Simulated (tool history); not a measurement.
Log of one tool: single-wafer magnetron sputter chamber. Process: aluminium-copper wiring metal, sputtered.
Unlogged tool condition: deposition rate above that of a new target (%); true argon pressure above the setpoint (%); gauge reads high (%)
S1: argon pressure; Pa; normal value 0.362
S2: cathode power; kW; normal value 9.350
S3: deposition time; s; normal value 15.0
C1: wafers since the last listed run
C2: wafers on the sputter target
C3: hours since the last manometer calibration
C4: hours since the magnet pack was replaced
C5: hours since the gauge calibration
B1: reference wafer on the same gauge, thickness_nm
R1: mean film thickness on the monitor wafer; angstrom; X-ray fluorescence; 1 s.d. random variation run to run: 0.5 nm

Run 1, hour 0.0: usual settings; C1 0; C2 4072; C3 303.5; C4 2166.5; C5 1881.5; B1 293.269. Result: R1 2420.54 angstrom.
Run 2, hour 46.6: usual settings; C1 938; C2 5010; C3 350.1; C4 2213.1; C5 1928.1; B1 292.887. Result: R1 2415.04 angstrom.
At hour 72.1: gauge calibrated.
Run 3, hour 113.5: usual settings; C1 1346; C2 6357; C3 417.0; C4 2280.0; C5 41.4; B1 293.110. Result: R1 2407.16 angstrom.
Run 4, hour 213.5: usual settings; C1 2013; C2 8370; C3 517.0; C4 2380.0; C5 141.4; B1 292.953. Result: R1 2399.85 angstrom.
Run 5, hour 313.5: usual settings; C1 2013; C2 10383; C3 617.0; C4 2480.0; C5 241.4; B1 292.980. Result: R1 2412.43 angstrom.
At hour 381.1: sputter target and shields replaced.
Run 6, hour 605.7: usual settings; C1 5721; C2 4521; C3 909.2; C4 2772.2; C5 533.6; B1 292.903. Result: R1 2424.97 angstrom.
Run 7, hour 702.4: usual settings but S2 8.350 kW, S3 16.1 s; C1 1946; C2 6468; C3 1005.9; C4 2868.9; C5 630.3; B1 292.921. Result: R1 2334.73 angstrom.
Run 8, hour 738.5: usual settings but S1 0.431 Pa, S3 13.1 s; C1 726; C2 7194; C3 1042.0; C4 2905.0; C5 666.4; B1 292.955. Result: R1 2069.72 angstrom.
Run 9, hour 804.1: usual settings but S1 0.431 Pa, S3 13.1 s; C1 1320; C2 8515; C3 1107.6; C4 2970.6; C5 732.0; B1 293.168. Result: R1 2073.72 angstrom.
Run 10, hour 908.0: usual settings but S1 0.431 Pa, S3 13.1 s; C1 2091; C2 10607; C3 1211.5; C4 3074.5; C5 835.9; B1 292.856. Result: R1 2069.69 angstrom.
Run 11, hour 954.3: usual settings; C1 932; C2 11539; C3 1257.8; C4 3120.8; C5 882.2; B1 293.195. Result: R1 2408.17 angstrom.
At hour 973.4: sputter target and shields replaced.
Run 12, hour 1030.6: usual settings; C1 1375; C2 1152; C3 1334.1; C4 3197.1; C5 958.5; B1 292.909. Result: R1 2462.26 angstrom.
Run 13, hour 1137.2: usual settings; C1 2146; C2 3298; C3 1440.7; C4 3303.7; C5 1065.1; B1 292.823. Result: R1 2435.83 angstrom.
Run 14, hour 1218.7: usual settings; C1 1640; C2 4939; C3 1522.2; C4 3385.2; C5 1146.6; B1 292.754. Result: R1 2436.56 angstrom.
Run 15, hour 1282.3: usual settings; C1 1280; C2 6219; C3 1585.8; C4 3448.8; C5 1210.2; B1 292.927. Result: R1 2431.44 angstrom.
Run 16, hour 1334.8: usual settings; C1 1056; C2 7276; C3 1638.3; C4 3501.3; C5 1262.7; B1 293.118. Result: R1 2417.69 angstrom.
Run 17, hour 1398.4: usual settings; C1 1280; C2 8557; C3 1701.9; C4 3564.9; C5 1326.3; B1 292.841. Result: R1 2413.28 angstrom.

For run 18, what comes out?
Run 18, hour 1437.0: usual settings but S1 0.229 Pa, S2 7.950 kW, S3 17.8 s; C1 777; C2 9334; C3 1740.5; C4 3603.5; C5 1364.9; B1 ?. Result: R1 ?.

B1: 293.347
R1: 2526.84 angstrom
Were there no unlogged condition in the tool, this run, its random variation unchanged, would have produced R1 2573.03 angstrom.

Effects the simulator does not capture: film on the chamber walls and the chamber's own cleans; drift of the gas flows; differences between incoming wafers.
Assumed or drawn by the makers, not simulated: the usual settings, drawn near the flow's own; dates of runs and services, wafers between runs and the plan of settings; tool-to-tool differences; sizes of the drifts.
